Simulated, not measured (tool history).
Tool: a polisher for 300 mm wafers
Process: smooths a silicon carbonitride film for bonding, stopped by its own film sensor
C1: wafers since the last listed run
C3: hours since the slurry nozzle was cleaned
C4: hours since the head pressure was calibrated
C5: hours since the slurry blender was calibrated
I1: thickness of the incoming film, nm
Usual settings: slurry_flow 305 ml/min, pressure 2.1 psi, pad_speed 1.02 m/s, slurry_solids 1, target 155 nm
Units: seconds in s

{"run": 1, "hour": 0.0, "slurry_flow": 305, "pressure": 2.1, "pad_speed": 1.02, "slurry_solids": 1, "target": 155, "C1": 0, "wafers polished on this pad": 17, "C3": 200.4, "C4": 867.4, "C5": 280.8, "I1": 180.8, "seconds": 114.9}
{"run": 2, "hour": 12.3, "slurry_flow": 305, "pressure": 2.1, "pad_speed": 1.02, "slurry_solids": 1, "target": 155, "C1": 131, "wafers polished on this pad": 148, "C3": 212.7, "C4": 879.7, "C5": 293.1, "I1": 182.2, "seconds": 124}
{"run": 3, "hour": 23.4, "slurry_flow": 305, "pressure": 2.1, "pad_speed": 1.02, "slurry_solids": 1, "target": 155, "C1": 118, "wafers polished on this pad": 266, "C3": 223.8, "C4": 890.8, "C5": 304.2, "I1": 178.2, "seconds": 105.9}
{"run": 4, "hour": 43.7, "slurry_flow": 305, "pressure": 2.1, "pad_speed": 1.02, "slurry_solids": 1, "target": 155, "C1": 216, "wafers polished on this pad": 483, "C3": 244.1, "C4": 911.1, "C5": 324.5, "I1": 177.9, "seconds": 100.9}
{"run": 5, "hour": 56.4, "slurry_flow": 305, "pressure": 2.1, "pad_speed": 1.02, "slurry_solids": 0.9, "target": 155, "C1": 135, "wafers polished on this pad": 618, "C3": 256.8, "C4": 923.8, "C5": 337.2, "I1": 177.6, "seconds": 108.2}
{"run": 6, "hour": 66.1, "slurry_flow": 305, "pressure": 2.1, "pad_speed": 1.02, "slurry_solids": 0.9, "target": 155, "C1": 103, "wafers polished on this pad": 721, "C3": 266.5, "C4": 933.5, "C5": 346.9, "I1": 179.2, "seconds": 118.5}
{"hour": 83.0, "done": "head pressure recalibrated"}
{"run": 7, "hour": 83.5, "slurry_flow": 305, "pressure": 2.1, "pad_speed": 1.02, "slurry_solids": 1, "target": 155, "C1": 164, "wafers polished on this pad": 885, "C3": 283.9, "C4": 0.5, "C5": 364.3, "I1": 182.6, "seconds": 123.2}
{"hour": 96.1, "done": "worn pad replaced by a new one"}
{"run": 8, "hour": 96.6, "slurry_flow": 305, "pressure": 2.1, "pad_speed": 1.02, "slurry_solids": 1, "target": 155, "C1": 96, "wafers polished on this pad": 5, "C3": 297, "C4": 13.6, "C5": 377.4, "I1": 179.9, "seconds": 113.1}
{"run": 9, "hour": 104.7, "slurry_flow": 235, "pressure": 2.1, "pad_speed": 1.02, "slurry_solids": 1, "target": 152, "C1": 86, "wafers polished on this pad": 91, "C3": 305.1, "C4": 21.7, "C5": 385.5, "I1": 181, "seconds": 132.8}
{"run": 10, "hour": 116.2, "slurry_flow": 360, "pressure": 1.9, "pad_speed": 1.02, "slurry_solids": 0.9, "target": 159, "C1": 122, "wafers polished on this pad": 214, "C3": 316.6, "C4": 33.2, "C5": 397, "I1": 181.7, "seconds": 120.3}
{"run": 11, "hour": 133.0, "slurry_flow": 305, "pressure": 1.8, "pad_speed": 1.26, "slurry_solids": 1, "target": 155, "C1": 179, "wafers polished on this pad": 393, "C3": 333.4, "C4": 50, "C5": 413.8, "I1": 182.4, "seconds": 127}
{"run": 12, "hour": 143.0, "slurry_flow": 330, "pressure": 1.7, "pad_speed": 1.02, "slurry_solids": 1, "target": 155, "C1": 106, "wafers polished on this pad": 499, "C3": 343.4, "C4": 60, "C5": 423.8, "I1": 179.6, "seconds": 134.5}
{"hour": 148.1, "done": "slurry blender recalibrated"}
{"hour": 159.2, "done": "slurry nozzle cleaned"}
{"run": 13, "hour": 186.3, "slurry_flow": 305, "pressure": 2.1, "pad_speed": 1.02, "slurry_solids": 1.1, "target": 155, "C1": 429, "wafers polished on this pad": 929, "C3": 27.1, "C4": 103.3, "C5": 38.2, "I1": 180.9, "seconds": 106.2}
{"hour": 199.3, "done": "worn pad replaced by a new one"}
{"run": 14, "hour": 199.8, "slurry_flow": 305, "pressure": 2.1, "pad_speed": 1.02, "slurry_solids": 1, "target": 155, "C1": 101, "wafers polished on this pad": 4, "C3": 40.6, "C4": 116.8, "C5": 51.7, "I1": 180, "seconds": 112.2}
{"run": 15, "hour": 202.0, "slurry_flow": 305, "pressure": 2.1, "pad_speed": 1.02, "slurry_solids": 1, "target": 147, "C1": 23, "wafers polished on this pad": 28, "C3": 42.8, "C4": 119, "C5": 53.9, "I1": 180.7, "seconds": 149.9}

Forecast each of these 5 alternatives for the next run:
{"run": "A", "hour": 202.5, "slurry_flow": 305, "pressure": 2.1, "pad_speed": 1.02, "slurry_solids": 1, "target": 155, "C1": 5, "wafers polished on this pad": 33, "C3": 43.3, "C4": 119.5, "C5": 54.4, "I1": 181.9, "seconds": "?"}
{"run": "B", "hour": 202.5, "slurry_flow": 305, "pressure": 2.4, "pad_speed": 1.02, "slurry_solids": 1, "target": 155, "C1": 5, "wafers polished on this pad": 33, "C3": 43.3, "C4": 119.5, "C5": 54.4, "I1": 181.9, "seconds": "?"}
{"run": "C", "hour": 202.5, "slurry_flow": 305, "pressure": 1.4, "pad_speed": 1.02, "slurry_solids": 1.3, "target": 155, "C1": 5, "wafers polished on this pad": 33, "C3": 43.3, "C4": 119.5, "C5": 54.4, "I1": 181.9, "seconds": "?"}
{"run": "D", "hour": 202.5, "slurry_flow": 380, "pressure": 2.1, "pad_speed": 0.82, "slurry_solids": 1, "target": 152, "C1": 5, "wafers polished on this pad": 33, "C3": 43.3, "C4": 119.5, "C5": 54.4, "I1": 181.9, "seconds": "?"}
{"run": "E", "hour": 202.5, "slurry_flow": 400, "pressure": 2.1, "pad_speed": 0.88, "slurry_solids": 1, "target": 158, "C1": 5, "wafers polished on this pad": 33, "C3": 43.3, "C4": 119.5, "C5": 54.4, "I1": 181.9, "seconds": "?"}

run=A seconds=124
run=B seconds=108.5
run=C seconds=157.4
run=D seconds=149.6
run=E seconds=115.5
Without the tool's hidden state the same runs would have given:
run=A seconds=124
run=B seconds=108.5
run=C seconds=157.4
run=D seconds=149.6
run=E seconds=115.5
